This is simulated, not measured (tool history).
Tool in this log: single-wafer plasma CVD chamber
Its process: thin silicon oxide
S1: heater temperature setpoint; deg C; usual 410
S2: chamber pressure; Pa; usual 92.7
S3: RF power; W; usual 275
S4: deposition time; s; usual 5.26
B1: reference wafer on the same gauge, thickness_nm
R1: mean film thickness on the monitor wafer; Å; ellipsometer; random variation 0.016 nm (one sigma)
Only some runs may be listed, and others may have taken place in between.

{"run": 1, "day": 0.0, "S1": 410, "S2": 92.7, "S3": 275, "S4": 5.26, "B1": 7.782, "R1": 70.89}
{"run": 2, "day": 1.454, "S1": 410, "S2": 92.7, "S3": 275, "S4": 5.26, "B1": 7.781, "R1": 70.91}
{"run": 3, "day": 3.379, "S1": 410, "S2": 92.7, "S3": 275, "S4": 5.26, "B1": 7.782, "R1": 71.38}
{"run": 4, "day": 4.838, "S1": 410, "S2": 92.7, "S3": 275, "S4": 5.26, "B1": 7.784, "R1": 71.22}
{"run": 5, "day": 5.85, "S1": 410, "S2": 92.7, "S3": 275, "S4": 5.26, "B1": 7.781, "R1": 70.95}
{"run": 6, "day": 8.083, "S1": 410, "S2": 92.7, "S3": 275, "S4": 4.8, "B1": 7.778, "R1": 64.43}
{"run": 7, "day": 9.942, "S1": 410, "S2": 92.7, "S3": 275, "S4": 4.8, "B1": 7.782, "R1": 64.86}
{"day": 10.2, "done": "gauge calibrated"}
{"day": 10.729, "done": "capacitance manometer re-zeroed and calibrated"}
{"run": 8, "day": 17.183, "S1": 410, "S2": 92.7, "S3": 275, "S4": 4.8, "B1": 7.779, "R1": 66.59}
{"run": 9, "day": 18.333, "S1": 410, "S2": 92.7, "S3": 275, "S4": 5.26, "B1": 7.775, "R1": 72.93}
{"day": 20.946, "done": "RF generator calibrated"}
{"run": 10, "day": 20.967, "S1": 420, "S2": 75.6, "S3": 300, "S4": 4.54, "B1": 7.778, "R1": 54.38}
{"day": 22.379, "done": "thermocouple changed; heater temperature recalibrated"}
{"day": 22.417, "done": "showerhead replaced"}
{"run": 11, "day": 22.438, "S1": 410, "S2": 92.7, "S3": 230, "S4": 5.26, "B1": 7.78, "R1": 67.27}

Expected results for the next run?
{"run": 12, "day": 23.446, "S1": 410, "S2": 92.7, "S3": 275, "S4": 5.26, "B1": "?", "R1": "?"}

Run 12 produced B1 7.786, R1 72.63 Å.
Were there no unlogged condition in the tool, this run, its random variation unchanged, would have produced R1 73.33 Å.

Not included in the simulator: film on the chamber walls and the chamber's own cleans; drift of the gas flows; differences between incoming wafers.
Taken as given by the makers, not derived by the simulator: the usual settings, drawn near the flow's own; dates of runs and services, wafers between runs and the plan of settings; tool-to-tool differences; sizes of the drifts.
